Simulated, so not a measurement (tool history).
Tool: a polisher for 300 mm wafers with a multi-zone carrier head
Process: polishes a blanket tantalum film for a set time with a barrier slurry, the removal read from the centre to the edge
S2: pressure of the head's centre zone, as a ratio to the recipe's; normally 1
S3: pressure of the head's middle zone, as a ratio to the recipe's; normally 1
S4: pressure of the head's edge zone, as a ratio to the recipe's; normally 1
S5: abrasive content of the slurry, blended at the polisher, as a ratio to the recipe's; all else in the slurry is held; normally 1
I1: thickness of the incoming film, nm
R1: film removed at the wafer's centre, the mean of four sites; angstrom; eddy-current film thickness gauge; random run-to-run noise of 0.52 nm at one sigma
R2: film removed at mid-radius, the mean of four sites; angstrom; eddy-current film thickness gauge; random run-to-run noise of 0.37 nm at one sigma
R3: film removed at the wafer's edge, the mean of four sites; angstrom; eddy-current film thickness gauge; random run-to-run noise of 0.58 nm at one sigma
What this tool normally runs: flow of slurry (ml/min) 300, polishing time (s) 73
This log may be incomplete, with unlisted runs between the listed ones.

run 1 hour=0 | flow_of_slurry_(ml/min)=300 S2=1 S3=1 S4=1 S5=1 polishing_time_(s)=73 | I1=451 | R1=538 R2=538 R3=547
run 2 hour=15.8 | flow_of_slurry_(ml/min)=300 S2=1 S3=1 S4=1 S5=1 polishing_time_(s)=73 | I1=459.5 | R1=531 R2=526 R3=536
-- hour=46.5 worn pad replaced by a new one
run 3 hour=49 | flow_of_slurry_(ml/min)=300 S2=1 S3=1 S4=1 S5=1 polishing_time_(s)=87 | I1=463.9 | R1=667 R2=658 R3=682
run 4 hour=79.9 | flow_of_slurry_(ml/min)=300 S2=0.96 S3=1 S4=1 S5=1 polishing_time_(s)=73 | I1=465.7 | R1=529 R2=547 R3=557
run 5 hour=102 | flow_of_slurry_(ml/min)=300 S2=1 S3=1 S4=1 S5=1 polishing_time_(s)=73 | I1=464.1 | R1=548 R2=541 R3=555
run 6 hour=133.8 | flow_of_slurry_(ml/min)=300 S2=1 S3=1 S4=1 S5=1.1 polishing_time_(s)=52 | I1=454 | R1=392 R2=390 R3=391
-- hour=164.4 worn pad replaced by a new one
run 7 hour=164.9 | flow_of_slurry_(ml/min)=300 S2=1 S3=0.92 S4=1 S5=1 polishing_time_(s)=73 | I1=463.4 | R1=558 R2=518 R3=555
run 8 hour=176.4 | flow_of_slurry_(ml/min)=300 S2=1 S3=0.92 S4=1 S5=1 polishing_time_(s)=73 | I1=458.7 | R1=548 R2=521 R3=565
run 9 hour=195.4 | flow_of_slurry_(ml/min)=300 S2=1 S3=0.92 S4=1 S5=1 polishing_time_(s)=73 | I1=456.1 | R1=547 R2=517 R3=545
run 10 hour=219 | flow_of_slurry_(ml/min)=300 S2=0.94 S3=1.04 S4=0.95 S5=0.8 polishing_time_(s)=73 | I1=456.1 | R1=470 R2=512 R3=481
run 11 hour=253.4 | flow_of_slurry_(ml/min)=300 S2=1 S3=0.92 S4=1 S5=1 polishing_time_(s)=73 | I1=461.2 | R1=535 R2=504 R3=537
run 12 hour=271.4 | flow_of_slurry_(ml/min)=240 S2=1 S3=1 S4=1 S5=1 polishing_time_(s)=73 | I1=458.7 | R1=521 R2=515 R3=526
-- hour=283.9 carrier head's membrane replaced by a new one
run 13 hour=290.2 | flow_of_slurry_(ml/min)=300 S2=1 S3=1 S4=0.89 S5=1 polishing_time_(s)=73 | I1=459.9 | R1=516 R2=511 R3=496
-- hour=296.6 edge zone pressure recalibrated
-- hour=310.5 worn pad replaced by a new one
run 14 hour=324.7 | flow_of_slurry_(ml/min)=270 S2=1 S3=1 S4=1 S5=1 polishing_time_(s)=57 | I1=458.8 | R1=429 R2=427 R3=444
-- hour=340.3 centre zone pressure recalibrated
run 15 hour=352.8 | flow_of_slurry_(ml/min)=300 S2=1 S3=1 S4=1 S5=1 polishing_time_(s)=73 | I1=455.1 | R1=555 R2=546 R3=556
run 16 hour=369.8 | flow_of_slurry_(ml/min)=300 S2=1 S3=1 S4=1.04 S5=1 polishing_time_(s)=84 | I1=469.5 | R1=628 R2=629 R3=640
run 17 hour=385.5 | flow_of_slurry_(ml/min)=300 S2=1 S3=1 S4=1 S5=1.25 polishing_time_(s)=73 | I1=464.9 | R1=585 R2=576 R3=588
run 18 hour=397.9 | flow_of_slurry_(ml/min)=300 S2=1 S3=1 S4=1 S5=1 polishing_time_(s)=73 | I1=467 | R1=538 R2=534 R3=538
-- hour=399.6 slurry nozzle cleaned
-- hour=426 worn pad replaced by a new one
run 19 hour=429.8 | flow_of_slurry_(ml/min)=375 S2=0.96 S3=1 S4=1 S5=1 polishing_time_(s)=73 | I1=462.3 | R1=549 R2=574 R3=568
run 20 hour=457.4 | flow_of_slurry_(ml/min)=300 S2=0.91 S3=1.05 S4=1.07 S5=0.9 polishing_time_(s)=73 | I1=465.3 | R1=493 R2=552 R3=558
run 21 hour=476.6 | flow_of_slurry_(ml/min)=300 S2=1.11 S3=1 S4=1 S5=1 polishing_time_(s)=66 | I1=466.5 | R1=548 R2=493 R3=500
run 22 hour=512.5 | flow_of_slurry_(ml/min)=350 S2=1 S3=1 S4=1 S5=1 polishing_time_(s)=73 | I1=455 | R1=553 R2=549 R3=543
run 23 hour=537.5 | flow_of_slurry_(ml/min)=355 S2=1 S3=0.97 S4=0.94 S5=1 polishing_time_(s)=89 | I1=459.6 | R1=656 R2=635 R3=632

3 ways to go on from here, each from the tool as it stands after run 23. What would each give?
run A hour=538 | flow_of_slurry_(ml/min)=300 S2=1 S3=1 S4=1 S5=1 polishing_time_(s)=73 | I1=459.9 | R1=? R2=? R3=?
run B hour=538 | flow_of_slurry_(ml/min)=300 S2=1 S3=0.93 S4=1 S5=1 polishing_time_(s)=73 | I1=459.9 | R1=? R2=? R3=?
run C hour=538 | flow_of_slurry_(ml/min)=300 S2=1.03 S3=1 S4=1 S5=1.15 polishing_time_(s)=73 | I1=459.9 | R1=? R2=? R3=?

run=A R1=528 R2=525 R3=524
run=B R1=527 R2=497 R3=525
run=C R1=565 R2=549 R3=548
Take away the tool's hidden state, keep each run's random variation, and the runs would have read:
run=A R1=559 R2=557 R3=556
run=B R1=559 R2=527 R3=556
run=C R1=599 R2=581 R3=581
